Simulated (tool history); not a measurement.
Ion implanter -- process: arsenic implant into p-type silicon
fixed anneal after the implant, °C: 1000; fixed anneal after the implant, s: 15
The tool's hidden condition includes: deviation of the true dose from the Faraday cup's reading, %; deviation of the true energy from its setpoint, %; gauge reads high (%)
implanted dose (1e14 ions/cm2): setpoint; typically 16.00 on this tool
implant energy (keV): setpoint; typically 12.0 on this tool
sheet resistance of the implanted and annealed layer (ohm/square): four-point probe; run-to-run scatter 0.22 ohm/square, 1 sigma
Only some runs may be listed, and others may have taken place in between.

run,hour,implanted dose (1e14 ions/cm2),implant energy (keV),wafers since the last listed run,hours since the last dose calibration,hours since the extraction supply was calibrated,hours since the gauge calibration,"read-back reference wafer on the same gauge, sheet resistance",sheet resistance of the implanted and annealed layer (ohm/square)
1,0.0,16.00,12.0,0,1371.4,5388.3,291.2,165.83,150.82
2,24.6,16.00,12.0,568,1396.0,5412.9,315.8,165.90,150.92
3,49.0,16.00,12.0,563,1420.4,5437.3,340.2,165.96,151.32
4,76.7,16.00,12.0,639,1448.1,5465.0,367.9,166.03,151.11
5,106.9,13.57,12.0,697,1478.3,5495.2,398.1,166.16,156.55
6,141.9,13.57,12.0,808,1513.3,5530.2,433.1,166.18,156.63
7,169.4,16.00,12.0,635,1540.8,5557.7,460.6,166.14,151.10
# hour 199.8: Faraday cup replaced and dose calibrated
# hour 202.7: extraction supply calibrated
8,203.2,16.00,12.0,530,3.4,0.5,494.4,166.26,150.89
9,214.6,16.00,12.0,263,14.8,11.9,505.8,166.30,151.80
# hour 232.5: gauge calibrated
10,248.0,16.00,12.0,771,48.2,45.3,15.5,163.32,148.73
11,266.0,16.00,11.0,415,66.2,63.3,33.5,163.67,151.91
12,288.0,16.00,12.0,508,88.2,85.3,55.5,163.86,149.15
13,320.1,16.00,12.0,741,120.3,117.4,87.6,164.25,149.64
14,356.0,16.00,10.5,829,156.2,153.3,123.5,164.44,154.31
15,391.3,16.00,8.5,815,191.5,188.6,158.8,164.84,161.61
16,482.5,18.92,16.0,2107,282.7,279.8,250.0,165.23,134.27
17,506.7,14.06,9.5,559,306.9,304.0,274.2,165.39,162.93
18,528.1,17.62,8.5,494,328.3,325.4,295.6,165.41,159.67
19,546.9,12.38,12.0,434,347.1,344.2,314.4,165.56,159.68

The same runs without the tool's hidden state, with the same run-to-run variation:
run,sheet resistance of the implanted and annealed layer (ohm/square)
1,148.25
2,148.28
3,148.61
4,148.35
5,153.63
6,153.65
7,148.19
8,147.95
9,148.84
10,148.41
11,151.35
12,148.35
13,148.51
14,152.84
15,159.81
16,132.39
17,160.55
18,157.27
19,157.23
